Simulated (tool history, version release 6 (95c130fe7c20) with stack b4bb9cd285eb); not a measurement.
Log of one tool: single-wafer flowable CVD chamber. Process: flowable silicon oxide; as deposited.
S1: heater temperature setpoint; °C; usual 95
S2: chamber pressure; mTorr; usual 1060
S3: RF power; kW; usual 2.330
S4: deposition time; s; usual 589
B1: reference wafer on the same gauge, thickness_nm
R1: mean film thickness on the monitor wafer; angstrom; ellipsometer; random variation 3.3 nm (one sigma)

Run 1, hour 0.0: usual settings; B1 605.651. Result: R1 6154.82 angstrom.
Run 2, hour 29.1: usual settings; B1 604.530. Result: R1 6083.36 angstrom.
Run 3, hour 52.4: usual settings; B1 602.807. Result: R1 6122.76 angstrom.
Run 4, hour 77.2: usual settings but S4 653 s; B1 601.463. Result: R1 6732.84 angstrom.
At hour 128.1: gauge calibrated.
Run 5, hour 178.2: usual settings; B1 633.079. Result: R1 6409.09 angstrom.
Run 6, hour 192.3: usual settings but S1 107 °C, S2 1270 mTorr, S3 2.150 kW; B1 632.905. Result: R1 5309.78 angstrom.
Run 7, hour 209.2: usual settings; B1 632.868. Result: R1 6426.66 angstrom.
Run 8, hour 232.7: usual settings but S2 910 mTorr, S4 544 s; B1 632.709. Result: R1 5012.01 angstrom.
At hour 253.6: thermocouple changed; heater temperature recalibrated.
Run 9, hour 255.3: usual settings; B1 633.291. Result: R1 6392.38 angstrom.
Run 10, hour 289.6: usual settings but S2 920 mTorr, S3 2.780 kW; B1 633.762. Result: R1 5603.11 angstrom.
Run 11, hour 313.9: usual settings; B1 633.007. Result: R1 6429.83 angstrom.
Run 12, hour 346.0: usual settings but S1 86 °C, S2 1320 mTorr, S3 2.695 kW; B1 632.174. Result: R1 10395.04 angstrom.
At hour 372.8: RF generator calibrated.
Run 13, hour 377.4: usual settings; B1 631.230. Result: R1 6424.63 angstrom.
Run 14, hour 406.9: usual settings but S3 2.720 kW; B1 632.002. Result: R1 6529.33 angstrom.
Run 15, hour 438.4: usual settings; B1 630.847. Result: R1 6344.90 angstrom.
Run 16, hour 464.8: usual settings; B1 630.700. Result: R1 6347.10 angstrom.
Run 17, hour 488.8: usual settings but S1 110 °C, S3 1.940 kW, S4 488 s; B1 630.373. Result: R1 3317.56 angstrom.
Run 18, hour 517.2: usual settings but S1 101 °C; B1 630.141. Result: R1 5318.40 angstrom.
At hour 526.3: capacitance manometer re-zeroed and calibrated.
Run 19, hour 535.0: usual settings but S2 800 mTorr, S3 2.740 kW; B1 628.346. Result: R1 4792.44 angstrom.
Run 20, hour 559.0: usual settings; B1 627.900. Result: R1 6413.46 angstrom.
Run 21, hour 574.6: usual settings but S2 1150 mTorr; B1 627.508. Result: R1 6892.65 angstrom.
Run 22, hour 607.9: usual settings but S1 87 °C, S2 940 mTorr; B1 627.873. Result: R1 7013.14 angstrom.
Run 23, hour 641.8: usual settings but S1 83 °C, S3 1.865 kW, S4 679 s; B1 626.799. Result: R1 9827.84 angstrom.
Run 24, hour 698.2: usual settings but S1 85 °C, S2 810 mTorr, S3 1.905 kW, S4 634 s; B1 624.824. Result: R1 6513.70 angstrom.
Run 25, hour 720.5: usual settings but S2 1240 mTorr, S4 670 s; B1 624.696. Result: R1 8376.40 angstrom.
Run 26, hour 752.5: usual settings; B1 623.275. Result: R1 6300.23 angstrom.
Run 27, hour 787.2: usual settings but S1 91 °C, S4 643 s; B1 622.595. Result: R1 7651.11 angstrom.

Forecast each of these 5 alternatives for the next run:
Run A, hour 787.8: usual settings but S3 2.090 kW; B1 ?. Result: R1 ?.
Run B, hour 787.8: usual settings but S1 100 °C, S2 1130 mTorr, S3 1.930 kW; B1 ?. Result: R1 ?.
Run C, hour 787.8: usual settings but S1 108 °C, S3 1.920 kW, S4 524 s; B1 ?. Result: R1 ?.
Run D, hour 787.8: usual settings but S4 620 s; B1 ?. Result: R1 ?.
Run E, hour 787.8: usual settings but S3 2.575 kW; B1 ?. Result: R1 ?.

run       B1       R1
  A  623.064  6162.37
  B  623.064  5603.01
  C  623.064  3692.42
  D  623.064  6592.09
  E  623.064  6346.53
Without the tool's hidden state the same runs would have given:
run       R1
  A  6250.87
  B  5683.48
  C  3745.45
  D  6686.76
  E  6437.68

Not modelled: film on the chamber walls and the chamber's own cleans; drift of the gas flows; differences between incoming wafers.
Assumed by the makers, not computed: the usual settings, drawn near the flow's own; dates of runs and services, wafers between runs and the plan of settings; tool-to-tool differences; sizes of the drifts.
